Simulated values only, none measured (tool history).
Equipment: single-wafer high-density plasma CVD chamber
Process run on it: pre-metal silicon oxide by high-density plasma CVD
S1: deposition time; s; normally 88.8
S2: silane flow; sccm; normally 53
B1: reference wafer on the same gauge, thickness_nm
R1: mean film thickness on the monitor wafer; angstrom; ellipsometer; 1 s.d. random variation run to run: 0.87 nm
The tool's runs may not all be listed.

run 1 hour=0.0 | S1=88.8 S2=46 | B1=519.506 | R1=4424.41
run 2 hour=9.0 | S1=88.8 S2=46 | B1=519.304 | R1=4419.85
run 3 hour=21.4 | S1=88.8 S2=46 | B1=518.742 | R1=4435.78
run 4 hour=32.3 | S1=88.8 S2=53 | B1=519.634 | R1=4888.29
run 5 hour=38.5 | S1=88.8 S2=53 | B1=518.906 | R1=4905.58
run 6 hour=49.1 | S1=88.8 S2=53 | B1=518.695 | R1=4904.29
run 7 hour=59.8 | S1=88.8 S2=53 | B1=519.110 | R1=4870.69
run 8 hour=76.5 | S1=88.8 S2=53 | B1=519.333 | R1=4896.18
run 9 hour=121.8 | S1=88.8 S2=58 | B1=519.000 | R1=5236.80
run 10 hour=138.8 | S1=88.8 S2=58 | B1=518.628 | R1=5218.98
run 11 hour=148.4 | S1=88.8 S2=58 | B1=518.558 | R1=5215.81
run 12 hour=157.4 | S1=88.8 S2=53 | B1=518.745 | R1=4885.76
run 13 hour=166.9 | S1=88.8 S2=53 | B1=518.902 | R1=4886.56
run 14 hour=182.0 | S1=88.8 S2=53 | B1=519.046 | R1=4885.70
run 15 hour=190.1 | S1=88.8 S2=53 | B1=518.925 | R1=4901.81
run 16 hour=203.8 | S1=88.8 S2=53 | B1=519.292 | R1=4896.39
-- hour=212.7 gauge calibrated
run 17 hour=214.9 | S1=100.8 S2=53 | B1=518.848 | R1=5543.55
run 18 hour=221.8 | S1=88.8 S2=46 | B1=519.502 | R1=4434.26
run 19 hour=230.2 | S1=99.3 S2=46 | B1=518.677 | R1=4961.38
run 20 hour=244.6 | S1=99.5 S2=61 | B1=518.934 | R1=6109.70
run 21 hour=253.7 | S1=72.3 S2=53 | B1=519.198 | R1=3981.04
-- hour=265.7 silane flow controller replaced
run 22 hour=266.2 | S1=103.8 S2=43 | B1=518.552 | R1=4719.76
run 23 hour=268.8 | S1=79.3 S2=44 | B1=519.259 | R1=3661.39
run 24 hour=279.2 | S1=76.5 S2=61 | B1=518.933 | R1=4459.83
run 25 hour=296.7 | S1=88.8 S2=53 | B1=518.614 | R1=4686.67
run 26 hour=304.2 | S1=75.1 S2=57 | B1=518.327 | R1=4170.04
run 27 hour=320.7 | S1=100.2 S2=56 | B1=519.378 | R1=5513.48
run 28 hour=331.1 | S1=88.8 S2=53 | B1=518.783 | R1=4701.50
run 29 hour=338.7 | S1=88.8 S2=53 | B1=518.876 | R1=4696.38
run 30 hour=356.0 | S1=93.3 S2=44 | B1=519.083 | R1=4333.12
run 31 hour=373.5 | S1=88.8 S2=53 | B1=518.731 | R1=4702.74
run 32 hour=391.4 | S1=80.9 S2=62 | B1=518.541 | R1=4829.57
run 33 hour=399.3 | S1=97.1 S2=53 | B1=518.559 | R1=5165.15

What would each run have given without the hidden state, its run-to-run variation left as it was?
The tool's hidden condition here consists of: delivered silane flow above the setpoint (%); gauge reads high (%).
run=1 R1=4230.65
run=2 R1=4226.06
run=3 R1=4240.96
run=4 R1=4673.29
run=5 R1=4689.65
run=6 R1=4688.13
run=7 R1=4655.71
run=8 R1=4679.64
run=9 R1=5003.99
run=10 R1=4986.53
run=11 R1=4983.26
run=12 R1=4667.72
run=13 R1=4668.27
run=14 R1=4667.11
run=15 R1=4682.33
run=16 R1=4676.86
run=17 R1=5294.75
run=18 R1=4235.11
run=19 R1=4738.39
run=20 R1=5834.74
run=21 R1=3801.73
run=22 R1=4722.26
run=23 R1=3662.62
run=24 R1=4457.92
run=25 R1=4678.76
run=26 R1=4160.80
run=27 R1=5495.01
run=28 R1=4682.46
run=29 R1=4675.00
run=30 R1=4308.55
run=31 R1=4670.92
run=32 R1=4791.63
run=33 R1=5122.15
